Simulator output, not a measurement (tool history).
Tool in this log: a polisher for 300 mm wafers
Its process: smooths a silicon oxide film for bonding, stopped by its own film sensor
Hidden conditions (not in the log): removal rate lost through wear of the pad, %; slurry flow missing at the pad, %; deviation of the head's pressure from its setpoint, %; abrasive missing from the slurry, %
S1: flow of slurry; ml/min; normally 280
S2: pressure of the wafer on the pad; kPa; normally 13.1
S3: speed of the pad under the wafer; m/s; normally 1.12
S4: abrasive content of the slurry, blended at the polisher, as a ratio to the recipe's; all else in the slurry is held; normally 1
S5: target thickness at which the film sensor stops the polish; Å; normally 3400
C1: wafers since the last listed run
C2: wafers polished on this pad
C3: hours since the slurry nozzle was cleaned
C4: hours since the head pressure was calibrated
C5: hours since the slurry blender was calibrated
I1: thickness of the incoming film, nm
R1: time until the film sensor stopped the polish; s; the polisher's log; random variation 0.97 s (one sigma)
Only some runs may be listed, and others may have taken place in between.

run,hour,S1,S2,S3,S4,S5,C1,C2,C3,C4,C5,I1,R1
1,0,280,13.1,1.12,1,3400,0,154,14.9,1223.9,55.3,386.3,57
2,15.4,280,13.1,1.12,1,3400,132,286,30.3,1239.3,70.7,393,65.5
3,25,280,13.1,1.12,1,3400,82,369,39.9,1248.9,80.3,395.7,71.5
4,32.1,280,13.1,1.12,1,3400,61,430,47,1256,87.4,390.6,63
5,43,280,13.1,1.12,1,3400,93,524,57.9,1266.9,98.3,388.9,61.3
6,49.9,225,13.1,1.12,1,3510,59,583,64.8,1273.8,105.2,390.2,51
7,64.4,365,17.2,1.12,1,3400,124,708,79.3,1288.3,119.7,392.3,52.2
8,73.9,280,10.3,1.12,1.15,3400,81,789,88.8,1297.8,129.2,390.2,74.5
9,87.1,280,13.1,0.78,1,3400,113,903,102,1311,142.4,385.2,78.1
# hour 99.6: slurry blender recalibrated
# hour 103.6: worn pad replaced by a new one
10,104.1,280,13.1,1.12,1,3400,94,4,119,1328,4.5,391.2,61.4
11,115.8,280,13.1,1.12,1,3400,100,104,130.7,1339.7,16.2,395.5,67.3
12,129.3,280,13.1,1.12,1,3400,116,220,144.2,1353.2,29.7,390.9,62.3
13,173.3,310,13.1,1.12,1,3570,378,598,188.2,1397.2,73.7,394.7,47
14,180.8,375,13.1,1,1.25,3400,64,663,195.7,1404.7,81.2,391.6,64.5
15,197.9,185,13.1,1.12,1.25,3260,147,810,212.8,1421.8,98.3,395.6,84.4
16,208.8,280,11,1.12,1.15,3500,93,904,223.7,1432.7,109.2,389.7,55.1
17,221.1,280,16.5,0.76,1,3400,105,1009,236,1445,121.5,389.2,69.6
# hour 231.4: head pressure recalibrated
18,232.7,280,13.1,1.12,1,3400,82,1092,247.6,1.3,133.1,383.9,57.6
# hour 244.1: worn pad replaced by a new one
19,244.6,280,13.1,1.12,1,3400,67,4,259.5,13.2,145,390.4,67.6
20,247,380,13.1,0.98,1,3400,20,24,261.9,15.6,147.4,392.9,76.5
21,253.9,280,11,1.12,1,3400,59,84,268.8,22.5,154.3,386.3,73.2
22,260.6,280,13.1,0.96,1.25,3400,57,141,275.5,29.2,161,393.7,75.8
# hour 285.3: slurry blender recalibrated
23,287.3,225,11,1.12,1,3450,212,354,302.2,55.9,2,385.1,56.4
24,305,280,13.1,1.44,1,3400,152,506,319.9,73.6,19.7,390.5,50.4
25,313.4,280,9,1.12,1,3400,72,578,328.3,82,28.1,387.5,77.8
26,327.4,195,13.1,1.12,1.2,3400,120,698,342.3,96,42.1,393.2,62.7
27,334.2,280,13.1,1.44,1,3400,58,757,349.1,102.8,48.9,387.3,48.1
28,349.2,280,13.1,1.38,1,3400,128,886,364.1,117.8,63.9,397,60.3
29,359.5,200,13.1,1.12,1,3530,88,974,374.4,128.1,74.2,388.2,45.2

Forecast each of these 5 alternatives for the next run:
A,359.9,250,13.1,1.12,1,3400,3,978,374.8,128.5,74.6,391.3,?
B,359.9,330,13.1,1.12,1.3,3290,3,978,374.8,128.5,74.6,391.3,?
C,359.9,280,13.1,1,1.2,3520,3,978,374.8,128.5,74.6,391.3,?
D,359.9,280,11,1.22,1,3450,3,978,374.8,128.5,74.6,391.3,?
E,359.9,280,11.7,1.48,1,3400,3,978,374.8,128.5,74.6,391.3,?

run,R1
A,65.1
B,70.3
C,50.2
D,62.6
E,57.2
Stripped of hidden state, with their random variation kept, the same runs would have yielded:
run,R1
A,63.2
B,68.5
C,48.9
D,60.7
E,55.5

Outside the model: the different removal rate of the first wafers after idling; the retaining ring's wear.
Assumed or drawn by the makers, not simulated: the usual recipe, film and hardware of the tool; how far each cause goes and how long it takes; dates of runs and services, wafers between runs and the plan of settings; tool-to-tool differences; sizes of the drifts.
